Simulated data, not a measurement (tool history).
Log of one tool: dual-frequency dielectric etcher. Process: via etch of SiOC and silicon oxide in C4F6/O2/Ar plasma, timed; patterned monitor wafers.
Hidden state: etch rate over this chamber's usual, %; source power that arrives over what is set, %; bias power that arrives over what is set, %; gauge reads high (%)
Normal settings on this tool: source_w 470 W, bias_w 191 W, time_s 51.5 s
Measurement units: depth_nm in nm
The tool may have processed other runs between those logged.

| run | hour | source_w | bias_w | time_s | wafers since the last listed run | hours since the last wet clean | hours since the last source power generator calibration | hours since the last bias power generator calibration | hours since the last upper electrode change | hours since the gauge calibration | read-back reference wafer on the same gauge, depth_nm | depth_nm |
|---|---|---|---|---|---|---|---|---|---|---|---|---|
| 1 | 0.0 | 470 | 191 | 51.5 | 0 | 306.7 | 4677.5 | 3381.0 | 4252.7 | 85.9 | 74.1 | 69.3 |
| 2 | 15.5 | 470 | 191 | 51.5 | 262 | 322.2 | 4693.0 | 3396.5 | 4268.2 | 101.4 | 74.2 | 69.4 |
| 3 | 31.1 | 470 | 154 | 42.5 | 264 | 337.8 | 4708.6 | 3412.1 | 4283.8 | 117.0 | 74.1 | 54.3 |
| 4 | 45.9 | 470 | 191 | 60.0 | 250 | 352.6 | 4723.4 | 3426.9 | 4298.6 | 131.8 | 74.0 | 81.3 |
| 5 | 59.4 | 470 | 191 | 60.0 | 228 | 366.1 | 4736.9 | 3440.4 | 4312.1 | 145.3 | 74.3 | 81.7 |
| 6 | 70.3 | 470 | 191 | 60.0 | 184 | 377.0 | 4747.8 | 3451.3 | 4323.0 | 156.2 | 74.2 | 81.6 |
|  | 105.4 | wet clean of the chamber |
|  | 113.5 | upper electrode replaced |
| 7 | 114.0 | 470 | 191 | 51.5 | 197 | 8.6 | 4791.5 | 3495.0 | 0.5 | 199.9 | 74.1 | 68.2 |
| 8 | 114.3 | 470 | 191 | 51.5 | 5 | 8.9 | 4791.8 | 3495.3 | 0.8 | 200.2 | 74.2 | 68.0 |
| 9 | 114.6 | 470 | 179 | 51.5 | 5 | 9.2 | 4792.1 | 3495.6 | 1.1 | 200.5 | 74.2 | 66.6 |
| 10 | 121.1 | 470 | 179 | 51.5 | 110 | 15.7 | 4798.6 | 3502.1 | 7.6 | 207.0 | 74.2 | 66.5 |
| 11 | 132.0 | 470 | 179 | 51.5 | 184 | 26.6 | 4809.5 | 3513.0 | 18.5 | 217.9 | 74.1 | 67.1 |
|  | 142.6 | gauge calibrated |
| 12 | 147.5 | 470 | 191 | 51.5 | 262 | 42.1 | 4825.0 | 3528.5 | 34.0 | 4.9 | 74.3 | 68.0 |
| 13 | 157.4 | 470 | 191 | 51.5 | 167 | 52.0 | 4834.9 | 3538.4 | 43.9 | 14.8 | 74.3 | 68.5 |
| 14 | 166.0 | 430 | 148 | 57.5 | 145 | 60.6 | 4843.5 | 3547.0 | 52.5 | 23.4 | 74.0 | 68.7 |
| 15 | 180.6 | 470 | 236 | 51.5 | 247 | 75.2 | 4858.1 | 3561.6 | 67.1 | 38.0 | 74.1 | 73.8 |
| 16 | 191.2 | 470 | 191 | 58.0 | 179 | 85.8 | 4868.7 | 3572.2 | 77.7 | 48.6 | 74.3 | 77.4 |
|  | 201.0 | source power generator calibrated |
|  | 219.9 | bias power generator calibrated |
| 17 | 231.6 | 350 | 191 | 58.5 | 549 | 126.2 | 30.6 | 11.7 | 118.1 | 89.0 | 74.2 | 69.3 |
| 18 | 239.8 | 470 | 191 | 51.5 | 139 | 134.4 | 38.8 | 19.9 | 126.3 | 97.2 | 74.2 | 69.3 |
| 19 | 249.5 | 380 | 203 | 51.5 | 164 | 144.1 | 48.5 | 29.6 | 136.0 | 106.9 | 74.2 | 64.7 |
| 20 | 267.2 | 380 | 191 | 58.5 | 300 | 161.8 | 66.2 | 47.3 | 153.7 | 124.6 | 74.2 | 72.7 |
| 21 | 274.1 | 580 | 218 | 45.5 | 117 | 168.7 | 73.1 | 54.2 | 160.6 | 131.5 | 74.2 | 69.5 |
| 22 | 282.2 | 540 | 191 | 51.5 | 137 | 176.8 | 81.2 | 62.3 | 168.7 | 139.6 | 74.3 | 73.7 |
| 23 | 290.5 | 420 | 154 | 51.5 | 140 | 185.1 | 89.5 | 70.6 | 177.0 | 147.9 | 74.2 | 62.5 |
| 24 | 296.6 | 470 | 191 | 51.5 | 103 | 191.2 | 95.6 | 76.7 | 183.1 | 154.0 | 74.3 | 69.4 |

Consider 5 possible next runs. They are alternatives, not a sequence: every one starts from the tool as it was left by run 24. What does each give?
| A | 297.0 | 470 | 191 | 51.5 | 6 | 191.6 | 96.0 | 77.1 | 183.5 | 154.4 | ? | ? |
| B | 297.0 | 470 | 191 | 36.5 | 6 | 191.6 | 96.0 | 77.1 | 183.5 | 154.4 | ? | ? |
| C | 297.0 | 410 | 165 | 38.0 | 6 | 191.6 | 96.0 | 77.1 | 183.5 | 154.4 | ? | ? |
| D | 297.0 | 470 | 217 | 38.5 | 6 | 191.6 | 96.0 | 77.1 | 183.5 | 154.4 | ? | ? |
| E | 297.0 | 470 | 191 | 63.5 | 6 | 191.6 | 96.0 | 77.1 | 183.5 | 154.4 | ? | ? |

| run | read-back reference wafer on the same gauge, depth_nm | depth_nm |
|---|---|---|
| A | 74.3 | 69.5 |
| B | 74.3 | 49.3 |
| C | 74.3 | 46.4 |
| D | 74.3 | 54.1 |
| E | 74.3 | 85.7 |
The same runs, with their run-to-run variation unchanged, on a tool lacking any hidden condition would have given:
| run | depth_nm |
|---|---|
| A | 67.4 |
| B | 47.8 |
| C | 45.0 |
| D | 52.5 |
| E | 83.2 |
